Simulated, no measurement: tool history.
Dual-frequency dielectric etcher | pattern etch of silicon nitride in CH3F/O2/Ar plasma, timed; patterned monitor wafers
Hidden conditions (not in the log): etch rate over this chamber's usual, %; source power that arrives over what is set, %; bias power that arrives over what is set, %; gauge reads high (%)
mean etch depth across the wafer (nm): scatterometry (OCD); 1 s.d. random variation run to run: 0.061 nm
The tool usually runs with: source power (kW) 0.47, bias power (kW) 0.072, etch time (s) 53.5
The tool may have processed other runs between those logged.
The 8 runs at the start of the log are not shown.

run   hour  source power (kW)  bias power (kW)  etch time (s)  wafers since the last listed run  hours since the last wet clean  hours since the last source power generator calibration  hours since the last bias power generator calibration  hours since the last upper electrode change  hours since the gauge calibration  read-back reference wafer on the same gauge, depth_nm  mean etch depth across the wafer (nm)
  9   96.9               0.47            0.068           57.5                               136                            56.2                                                   3721.9                                                 4348.9                                         1805                              421.4                                                   47.7                                  42.56
     105.8  -- gauge calibrated
 10  111.4               0.47            0.081           49.5                               227                            70.7                                                   3736.4                                                 4363.4                                       1819.5                                5.6                                                   47.7                                  39.07
 11  120.7               0.47            0.081           49.5                               146                              80                                                   3745.7                                                 4372.7                                       1828.8                               14.9                                                  47.69                                  39.19
 12  127.5               0.47            0.072           45.5                               106                            86.8                                                   3752.5                                                 4379.5                                       1835.6                               21.7                                                   47.7                                  34.43
 13  141.2               0.35            0.085           41.5                               215                           100.5                                                   3766.2                                                 4393.2                                       1849.3                               35.4                                                   47.7                                  30.84
 14  158.4               0.47            0.078             68                               270                           117.7                                                   3783.4                                                 4410.4                                       1866.5                               52.6                                                  47.69                                  52.87
     189.8  -- upper electrode replaced
 15  190.3               0.47            0.072           53.5                               124                           149.6                                                   3815.3                                                 4442.3                                          0.5                               84.5                                                   47.7                                  40.45
 16  190.8               0.56            0.072           43.5                                 7                           150.1                                                   3815.8                                                 4442.8                                            1                                 85                                                   47.7                                  34.61
 17  206.3               0.47            0.072           53.5                               243                           165.6                                                   3831.3                                                 4458.3                                         16.5                              100.5                                                   47.7                                  40.47
 18  212.9               0.35            0.085           41.5                               103                           172.2                                                   3837.9                                                 4464.9                                         23.1                              107.1                                                  47.71                                  30.83
     222.9  -- source power generator calibrated
       223  -- bias power generator calibrated
 19  223.4                0.4            0.072           53.5                               101                           182.7                                                      0.5                                                    0.4                                         33.6                              117.6                                                  47.72                                  38.62
 20  234.3               0.57            0.065           49.5                               171                           193.6                                                     11.4                                                   11.3                                         44.5                              128.5                                                  47.69                                  38.14
 21  258.3               0.47            0.072           53.5                               377                           217.6                                                     35.4                                                   35.3                                         68.5                              152.5                                                   47.7                                  40.38
 22  267.4                0.5            0.072           53.5                               142                           226.7                                                     44.5                                                   44.4                                         77.6                              161.6                                                  47.69                                  41.19
 23  284.1               0.53            0.072           66.5                               262                           243.4                                                     61.2                                                   61.1                                         94.3                              178.3                                                   47.7                                  52.05
 24  301.4               0.47            0.081           49.5                               271                           260.7                                                     78.5                                                   78.4                                        111.6                              195.6                                                   47.7                                  38.95
 25  311.3               0.56            0.072             47                               155                           270.6                                                     88.4                                                   88.3                                        121.5                              205.5                                                  47.71                                  37.32
 26  320.3               0.47            0.085             66                               141                           279.6                                                     97.4                                                   97.3                                        130.5                              214.5                                                   47.7                                  52.77
 27  332.3               0.35            0.089             48                               188                           291.6                                                    109.4                                                  109.3                                        142.5                              226.5                                                   47.7                                  36.21
 28  339.4               0.54            0.067           44.5                               111                           298.7                                                    116.5                                                  116.4                                        149.6                              233.6                                                  47.69                                  34.06
 29  351.1               0.47            0.088           62.5                               183                           310.4                                                    128.2                                                  128.1                                        161.3                              245.3                                                  47.69                                  50.72
 30  365.9               0.43            0.082           44.5                               232                           325.2                                                      143                                                  142.9                                        176.1                              260.1                                                   47.7                                  34.35
 31  383.4               0.55            0.087           63.5                               274                           342.7                                                    160.5                                                  160.4                                        193.6                              277.6                                                   47.7                                   53.8

Forecast each of these 3 alternatives for the next run:
  A  383.8               0.47            0.079           53.5                                 6                           343.1                                                    160.9                                                  160.8                                          194                                278                                                      ?                                      ?
  B  383.8               0.54            0.072           53.5                                 6                           343.1                                                    160.9                                                  160.8                                          194                                278                                                      ?                                      ?
  C  383.8               0.36            0.085             49                                 6                           343.1                                                    160.9                                                  160.8                                          194                                278                                                      ?                                      ?

run  read-back reference wafer on the same gauge, depth_nm  mean etch depth across the wafer (nm)
  A                                                   47.7                                  41.75
  B                                                   47.7                                  42.03
  C                                                   47.7                                  36.54
With the hidden condition removed and each run's random variation left untouched, the same runs would have given:
run  mean etch depth across the wafer (nm)
  A                                  41.92
  B                                   42.2
  C                                  36.69

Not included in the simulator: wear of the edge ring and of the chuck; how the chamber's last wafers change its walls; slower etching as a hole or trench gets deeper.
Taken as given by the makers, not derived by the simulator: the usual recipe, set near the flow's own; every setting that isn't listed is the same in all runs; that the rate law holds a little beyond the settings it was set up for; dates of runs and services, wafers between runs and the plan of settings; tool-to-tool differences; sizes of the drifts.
